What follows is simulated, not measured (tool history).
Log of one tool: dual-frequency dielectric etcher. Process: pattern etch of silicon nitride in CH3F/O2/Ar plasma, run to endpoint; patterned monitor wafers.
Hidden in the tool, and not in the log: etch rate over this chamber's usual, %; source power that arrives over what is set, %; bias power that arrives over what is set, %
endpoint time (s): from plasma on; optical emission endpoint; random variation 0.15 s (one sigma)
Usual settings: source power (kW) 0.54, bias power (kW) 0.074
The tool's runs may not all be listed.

run,hour,source power (kW),bias power (kW),wafers since the last listed run,hours since the last wet clean,hours since the last source power generator calibration,hours since the last bias power generator calibration,hours since the last upper electrode change,"incoming incoming film thickness, nm",endpoint time (s)
1,0,0.54,0.082,0,603.3,2691.8,1631.9,4393,19.62,25.1
# hour 48.6: wet clean of the chamber
2,49.1,0.54,0.082,360,0.5,2740.9,1681,4442.1,19.34,25.5
3,49.4,0.54,0.074,4,0.8,2741.2,1681.3,4442.4,19.46,26.7
4,73.7,0.54,0.074,349,25.1,2765.5,1705.6,4466.7,19.77,27.1
5,100.5,0.54,0.074,385,51.9,2792.3,1732.4,4493.5,19.63,27.1
6,135.3,0.54,0.074,499,86.7,2827.1,1767.2,4528.3,19.35,26.2
7,154.4,0.54,0.074,274,105.8,2846.2,1786.3,4547.4,19.49,26.7
8,174.3,0.54,0.074,285,125.7,2866.1,1806.2,4567.3,19.58,26.6
9,193.5,0.54,0.074,275,144.9,2885.3,1825.4,4586.5,19.4,26.1
10,222,0.59,0.062,409,173.4,2913.8,1853.9,4615,19.37,27.5
11,242.5,0.54,0.074,294,193.9,2934.3,1874.4,4635.5,19.3,26.1
12,255.7,0.54,0.074,189,207.1,2947.5,1887.6,4648.7,19.21,25.7
13,271.8,0.64,0.066,231,223.2,2963.6,1903.7,4664.8,19.56,25.9
# hour 277: bias power generator calibrated
14,302.8,0.54,0.083,387,254.2,2994.6,25.8,4695.8,19.46,25
15,333.3,0.62,0.087,438,284.7,3025.1,56.3,4726.3,19.39,23.3
16,351.4,0.63,0.069,260,302.8,3043.2,74.4,4744.4,19.45,25.3
17,380.1,0.54,0.074,412,331.5,3071.9,103.1,4773.1,19.7,26.4
# hour 422.2: upper electrode replaced
18,422.7,0.54,0.074,267,374.1,3114.5,145.7,0.5,19.28,25.7
19,423.3,0.54,0.079,8,374.7,3115.1,146.3,1.1,19.35,25
20,457.7,0.66,0.074,494,409.1,3149.5,180.7,35.5,19.61,24.3
21,497.3,0.62,0.085,568,448.7,3189.1,220.3,75.1,19.39,23.3
22,524.5,0.58,0.086,390,475.9,3216.3,247.5,102.3,19.49,23.6
23,537.9,0.48,0.081,192,489.3,3229.7,260.9,115.7,19.21,25.7
24,559.7,0.5,0.086,313,511.1,3251.5,282.7,137.5,19.41,25.1
# hour 567.2: source power generator calibrated
25,584.4,0.49,0.059,297,535.8,17.2,307.4,162.2,19.57,29
26,611.4,0.49,0.06,387,562.8,44.2,334.4,189.2,19.23,28.5
# hour 660.4: wet clean of the chamber
27,660.9,0.54,0.074,366,0.5,93.7,383.9,238.7,19.46,26.9
28,678,0.63,0.091,245,17.6,110.8,401,255.8,19.54,23.2
29,745.5,0.45,0.074,969,85.1,178.3,468.5,323.3,19.4,28.7
30,778.4,0.54,0.058,472,118,211.2,501.4,356.2,19.18,28.6
31,792.5,0.64,0.058,202,132.1,225.3,515.5,370.3,19.4,27.1
32,814.9,0.58,0.081,321,154.5,247.7,537.9,392.7,19.37,24.6
33,831.9,0.54,0.082,244,171.5,264.7,554.9,409.7,19.24,25.2
34,851.4,0.47,0.074,280,191,284.2,574.4,429.2,19.47,27.8
35,863.6,0.49,0.088,175,203.2,296.4,586.6,441.4,19.45,25.3

The same runs without the tool's hidden state, with the same run-to-run variation:
run,endpoint time (s)
1,26.2
2,25.4
3,26.7
4,27.1
5,27.2
6,26.4
7,26.9
8,26.9
9,26.4
10,27.8
11,26.5
12,26.1
13,26.4
14,25.6
15,23.8
16,25.9
17,27.1
18,26.5
19,25.8
20,25.1
21,24.2
22,24.6
23,26.8
24,26.2
25,30.3
26,29.9
27,26.9
28,23.3
29,28.9
30,28.9
31,27.4
32,25
33,25.6
34,28.3
35,25.7
